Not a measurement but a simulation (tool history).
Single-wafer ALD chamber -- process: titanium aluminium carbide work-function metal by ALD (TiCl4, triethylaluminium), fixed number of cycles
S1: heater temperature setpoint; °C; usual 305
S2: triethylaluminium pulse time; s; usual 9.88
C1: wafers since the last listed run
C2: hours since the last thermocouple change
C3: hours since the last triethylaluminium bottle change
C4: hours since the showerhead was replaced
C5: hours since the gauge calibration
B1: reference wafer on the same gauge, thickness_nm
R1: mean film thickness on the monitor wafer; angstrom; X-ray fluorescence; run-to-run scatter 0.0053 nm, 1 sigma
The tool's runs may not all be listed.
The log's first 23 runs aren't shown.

run 24 day=70.233 | S1=298 S2=9.88 | C1=681 C2=82.4 C3=483 C4=990 C5=295.5 | B1=2.14 | R1=17.14
run 25 day=72.292 | S1=305 S2=9.88 | C1=657 C2=131.8 C3=532.4 C4=1039.4 C5=344.9 | B1=2.142 | R1=17.78
-- day=74.225 triethylaluminium bottle replaced
run 26 day=74.246 | S1=311 S2=10.92 | C1=517 C2=178.7 C3=0.5 C4=1086.3 C5=391.8 | B1=2.14 | R1=18.94
run 27 day=77.529 | S1=298 S2=7.82 | C1=1049 C2=257.5 C3=79.3 C4=1165.1 C5=470.6 | B1=2.14 | R1=16.92
run 28 day=80.254 | S1=314 S2=11.17 | C1=870 C2=322.9 C3=144.7 C4=1230.5 C5=536 | B1=2.139 | R1=19.15
run 29 day=82.125 | S1=305 S2=10.87 | C1=597 C2=367.8 C3=189.6 C4=1275.4 C5=580.9 | B1=2.138 | R1=18.26
run 30 day=85.408 | S1=309 S2=8.82 | C1=1049 C2=446.6 C3=268.4 C4=1354.2 C5=659.7 | B1=2.139 | R1=17.96
run 31 day=88.067 | S1=305 S2=7.37 | C1=849 C2=510.4 C3=332.2 C4=1418 C5=723.5 | B1=2.139 | R1=16.96
run 32 day=89.875 | S1=305 S2=8.38 | C1=577 C2=553.8 C3=375.6 C4=1461.4 C5=766.9 | B1=2.137 | R1=17.3

5 ways to go on from here, each from the tool as it stands after run 32. What would each give?
run A day=89.892 | S1=305 S2=11.22 | C1=5 C2=554.2 C3=376 C4=1461.8 C5=767.3 | B1=? | R1=?
run B day=89.892 | S1=315 S2=6.79 | C1=5 C2=554.2 C3=376 C4=1461.8 C5=767.3 | B1=? | R1=?
run C day=89.892 | S1=317 S2=10.95 | C1=5 C2=554.2 C3=376 C4=1461.8 C5=767.3 | B1=? | R1=?
run D day=89.892 | S1=314 S2=8.44 | C1=5 C2=554.2 C3=376 C4=1461.8 C5=767.3 | B1=? | R1=?
run E day=89.892 | S1=311 S2=9.88 | C1=5 C2=554.2 C3=376 C4=1461.8 C5=767.3 | B1=? | R1=?

run=A B1=2.14 R1=18.08
run=B B1=2.14 R1=17.3
run=C B1=2.14 R1=19.09
run=D B1=2.14 R1=18.08
run=E B1=2.14 R1=18.3
Without the tool's hidden state the same runs would have given:
run=A R1=18.46
run=B R1=18.05
run=C R1=19.5
run=D R1=18.67
run=E R1=18.77
